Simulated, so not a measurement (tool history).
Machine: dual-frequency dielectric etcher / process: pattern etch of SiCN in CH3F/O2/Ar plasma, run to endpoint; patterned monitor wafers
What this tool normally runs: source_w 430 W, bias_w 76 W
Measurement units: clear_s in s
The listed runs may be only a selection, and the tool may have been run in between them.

run     day  source_w  bias_w  incoming incoming film thickness, nm  clear_s
  1       0       500      76                                  9.66     22.3
  2   0.333       500      76                                  9.64     22.3
  3   0.729       460      64                                  9.66     24.1
  4   1.158       460      64                                  9.67     24.2
  5   1.521       430      76                                  9.65     23.1
  6   2.688       430      76                                  9.68     23.1
  7   3.408       430      76                                  9.71     23.3
  8    3.75       400      76                                  9.64     23.4
      4.762  -- source power generator calibrated
      4.842  -- wet clean of the chamber
      4.888  -- bias power generator calibrated
  9   4.908       430      76                                  9.65     21.9
 10   4.925       430      76                                  9.59     21.8
 11   4.938       430      76                                  9.76     22.2
       6.05  -- upper electrode replaced
 12   6.071       500      76                                  9.72     21.6
 13   6.083       390      76                                  9.62     22.3
 14   6.512       330      93                                  9.68     21.4
 15   7.008       530      66                                  9.63     22.2
 16   7.308       430      76                                  9.63       22
 17   7.738       340      76                                  9.73     23.1
 18   9.538       320      76                                  9.67     23.3
 19  10.188       490      85                                   9.6     20.8
 20    10.8       520      62                                  9.71     23.2
 21  11.304       360      90                                  9.59     21.4
 22  11.567       510      57                                   9.7       24
 23    12.2       520      62                                  9.77     23.5

Each row is a separate what-if for the run after 23, all from the same tool condition, not one after another. Results?
  A  12.217       510      76                                  9.72        ?
  B  12.217       340      58                                  9.72        ?
  C  12.217       360      63                                  9.72        ?
  D  12.217       370      57                                  9.72        ?
  E  12.217       480      87                                  9.72        ?

run  clear_s
  A     21.8
  B       26
  C       25
  D     25.7
  E       21
Without the tool's hidden state the same runs would have given:
run  clear_s
  A     21.6
  B     25.7
  C     24.7
  D     25.5
  E     20.8
